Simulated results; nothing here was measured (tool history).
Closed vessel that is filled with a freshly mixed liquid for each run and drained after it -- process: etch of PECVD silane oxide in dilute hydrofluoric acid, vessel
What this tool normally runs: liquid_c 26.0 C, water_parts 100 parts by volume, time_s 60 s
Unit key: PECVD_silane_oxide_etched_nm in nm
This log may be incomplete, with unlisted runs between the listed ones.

run,hour,liquid_c,water_parts,time_s,wafers since the last listed run,hours since the thermometer was replaced,hours since the hydrofluoric acid flow meter was replaced,hours since the gauge calibration,"read-back film thickness of the PECVD silane oxide reference wafer, read on the same gauge (nm)",PECVD_silane_oxide_etched_nm
1,0.0,26.0,115,60,0,1163.9,2394.9,68.6,139.99,11.31
2,13.5,26.0,115,60,1824,1177.4,2408.4,82.1,139.99,11.34
3,25.6,26.0,100,60,1635,1189.5,2420.5,94.2,139.98,13.16
4,37.8,26.0,100,60,1648,1201.7,2432.7,106.4,140.01,13.22
5,45.5,26.0,100,60,1040,1209.4,2440.4,114.1,140.00,13.20
6,61.5,26.0,100,60,2162,1225.4,2456.4,130.1,140.01,13.22
7,67.7,26.0,100,60,837,1231.6,2462.6,136.3,139.99,13.24
8,85.6,26.0,100,35,2418,1249.5,2480.5,154.2,139.99,7.71
9,103.6,26.0,100,35,2432,1267.5,2498.5,172.2,139.99,7.71
# hour 105.7: thermometer replaced
10,109.9,26.0,85,60,716,4.2,2504.8,178.5,139.98,17.69
# hour 115.5: gauge calibrated
11,124.2,26.0,140,60,1932,18.5,2519.1,8.7,140.03,10.08
12,133.0,26.0,100,60,1189,27.3,2527.9,17.5,139.98,14.71
# hour 139.4: hydrofluoric acid flow meter replaced
13,145.9,27.5,100,45,1608,40.2,6.5,30.4,140.02,10.18
14,158.9,26.0,55,60,1756,53.2,19.5,43.4,139.99,24.68
15,173.1,24.0,100,60,1918,67.4,33.7,57.6,139.98,11.85
16,190.9,26.0,130,60,2405,85.2,51.5,75.4,140.00,9.53
17,202.3,26.0,100,60,1540,96.6,62.9,86.8,140.01,12.84
18,217.9,28.5,135,30,2108,112.2,78.5,102.4,140.02,5.02

Forecast each of these 4 alternatives for the next run:
A,218.6,26.0,100,60,94,112.9,79.2,103.1,?,?
B,218.6,29.5,60,60,94,112.9,79.2,103.1,?,?
C,218.6,29.0,100,60,94,112.9,79.2,103.1,?,?
D,218.6,26.0,115,50,94,112.9,79.2,103.1,?,?

run,"read-back film thickness of the PECVD silane oxide reference wafer, read on the same gauge (nm)",PECVD_silane_oxide_etched_nm
A,139.98,12.86
B,139.98,25.95
C,139.98,14.44
D,139.98,9.15
With the hidden condition removed and each run's random variation left untouched, the same runs would have given:
run,PECVD_silane_oxide_etched_nm
A,12.97
B,26.18
C,14.55
D,9.22
